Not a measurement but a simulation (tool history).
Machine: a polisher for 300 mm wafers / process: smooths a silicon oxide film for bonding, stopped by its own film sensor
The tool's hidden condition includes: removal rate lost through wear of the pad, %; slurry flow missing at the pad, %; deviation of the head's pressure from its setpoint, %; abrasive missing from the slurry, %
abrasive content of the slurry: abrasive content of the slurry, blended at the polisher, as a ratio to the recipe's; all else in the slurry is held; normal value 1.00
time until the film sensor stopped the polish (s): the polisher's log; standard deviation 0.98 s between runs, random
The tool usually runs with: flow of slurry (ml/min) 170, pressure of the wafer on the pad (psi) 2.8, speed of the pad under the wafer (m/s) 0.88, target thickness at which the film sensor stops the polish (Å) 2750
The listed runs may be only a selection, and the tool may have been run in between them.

| run | hour | flow of slurry (ml/min) | pressure of the wafer on the pad (psi) | speed of the pad under the wafer (m/s) | abrasive content of the slurry | target thickness at which the film sensor stops the polish (Å) | wafers since the last listed run | wafers polished on this pad | hours since the slurry nozzle was cleaned | hours since the head pressure was calibrated | hours since the slurry blender was calibrated | incoming thickness of the incoming film, nm | time until the film sensor stopped the polish (s) |
|---|---|---|---|---|---|---|---|---|---|---|---|---|---|
| 1 | 0.0 | 185 | 2.8 | 0.88 | 1.00 | 2750 | 0 | 712 | 546.7 | 493.8 | 214.4 | 342.1 | 85.7 |
| 2 | 15.1 | 170 | 2.8 | 0.88 | 1.00 | 2750 | 140 | 853 | 561.8 | 508.9 | 229.5 | 343.6 | 91.1 |
|  | 25.8 | worn pad replaced by a new one |
| 3 | 26.3 | 170 | 2.8 | 0.88 | 1.00 | 2580 | 66 | 4 | 573.0 | 520.1 | 240.7 | 336.4 | 104.3 |
| 4 | 41.0 | 170 | 2.8 | 0.88 | 1.00 | 2750 | 136 | 141 | 587.7 | 534.8 | 255.4 | 336.4 | 81.9 |
| 5 | 53.8 | 170 | 2.8 | 0.88 | 1.00 | 2750 | 119 | 260 | 600.5 | 547.6 | 268.2 | 344.3 | 91.7 |
| 6 | 69.0 | 170 | 2.8 | 0.88 | 1.00 | 2750 | 141 | 401 | 615.7 | 562.8 | 283.4 | 340.8 | 86.5 |
|  | 84.4 | head pressure recalibrated |
| 7 | 85.1 | 170 | 2.8 | 0.88 | 1.00 | 2750 | 131 | 532 | 631.8 | 0.7 | 299.5 | 335.3 | 81.8 |
| 8 | 91.6 | 125 | 2.4 | 0.88 | 0.80 | 2580 | 60 | 593 | 638.3 | 7.2 | 306.0 | 342.6 | 158.3 |
| 9 | 102.1 | 170 | 3.3 | 0.88 | 0.80 | 2530 | 97 | 691 | 648.8 | 17.7 | 316.5 | 338.6 | 119.6 |
|  | 110.3 | slurry nozzle cleaned |
| 10 | 116.6 | 170 | 2.8 | 0.88 | 1.00 | 2750 | 125 | 816 | 6.3 | 32.2 | 331.0 | 333.8 | 81.7 |
|  | 127.7 | worn pad replaced by a new one |
|  | 130.2 | slurry blender recalibrated |
| 11 | 132.3 | 170 | 2.8 | 0.88 | 0.75 | 2590 | 90 | 24 | 22.0 | 47.9 | 2.1 | 342.8 | 122.0 |
| 12 | 145.4 | 170 | 2.4 | 1.10 | 1.00 | 2750 | 121 | 146 | 35.1 | 61.0 | 15.2 | 337.7 | 77.0 |
| 13 | 162.9 | 170 | 2.8 | 0.88 | 1.00 | 2650 | 162 | 308 | 52.6 | 78.5 | 32.7 | 339.8 | 94.6 |
| 14 | 173.7 | 140 | 2.8 | 0.98 | 1.00 | 2970 | 100 | 409 | 63.4 | 89.3 | 43.5 | 338.1 | 50.4 |

Pick out some run-to-run changes in time until the film sensor stopped the polish (s). Of each, how much would a tool without hidden state show as well, from the settings, what came in and chance, and how much is left for the hidden state and any gauge scatter not in both results compared?
Run 7 -> 8: flow of slurry (ml/min) 170 -> 125, pressure of the wafer on the pad (psi) 2.8 -> 2.4, abrasive content of the slurry 1.00 -> 0.80, target thickness at which the film sensor stops the polish (Å) 2750 -> 2580. time until the film sensor stopped the polish (s) +76.5: hidden state +9.4, all else +67.1.
